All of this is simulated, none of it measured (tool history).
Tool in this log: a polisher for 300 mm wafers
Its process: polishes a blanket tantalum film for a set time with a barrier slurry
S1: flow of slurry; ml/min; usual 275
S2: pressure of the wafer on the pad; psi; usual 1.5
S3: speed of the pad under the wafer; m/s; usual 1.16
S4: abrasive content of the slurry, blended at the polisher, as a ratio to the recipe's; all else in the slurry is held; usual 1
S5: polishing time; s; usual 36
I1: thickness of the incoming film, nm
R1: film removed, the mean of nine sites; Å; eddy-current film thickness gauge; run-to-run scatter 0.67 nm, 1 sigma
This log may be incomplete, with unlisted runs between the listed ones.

Run 1, hour 0: usual settings; I1 269.7. Result: R1 460 Å.
Run 2, hour 50.8: usual settings; I1 270.1. Result: R1 446 Å.
At hour 79.9: worn pad replaced by a new one.
Run 3, hour 96.7: usual settings; I1 269.5. Result: R1 452 Å.
At hour 138: slurry nozzle cleaned.
Run 4, hour 145.9: usual settings but S1 315 ml/min; I1 270.7. Result: R1 454 Å.
Run 5, hour 175.4: usual settings; I1 272. Result: R1 449 Å.
At hour 215.8: slurry blender recalibrated.
At hour 232.8: worn pad replaced by a new one.
Run 6, hour 266.4: usual settings; I1 265.9. Result: R1 443 Å.
At hour 293: head pressure recalibrated.
Run 7, hour 314.1: usual settings; I1 270.5. Result: R1 487 Å.
At hour 352: worn pad replaced by a new one.
Run 8, hour 364.6: usual settings; I1 270.9. Result: R1 471 Å.
At hour 383.7: slurry nozzle cleaned.
Run 9, hour 412.7: usual settings but S4 0.9; I1 272.6. Result: R1 461 Å.
Run 10, hour 456.5: usual settings but S2 1.8 psi, S4 1.1; I1 270.3. Result: R1 586 Å.
At hour 477.8: worn pad replaced by a new one.
Run 11, hour 513.7: usual settings but S1 245 ml/min, S4 0.75; I1 269.3. Result: R1 434 Å.
Run 12, hour 551.9: usual settings but S3 0.92 m/s, S4 0.9, S5 46 s; I1 273.1. Result: R1 486 Å.

Run 13 is up next; what results do you expect?
Run 13, hour 582.9: usual settings; I1 267.4. Result: R1 ?.

{"run 13": {"R1": 475}}
Were there no unlogged condition in the tool, this run, its random variation unchanged, would have produced R1 492 Å.

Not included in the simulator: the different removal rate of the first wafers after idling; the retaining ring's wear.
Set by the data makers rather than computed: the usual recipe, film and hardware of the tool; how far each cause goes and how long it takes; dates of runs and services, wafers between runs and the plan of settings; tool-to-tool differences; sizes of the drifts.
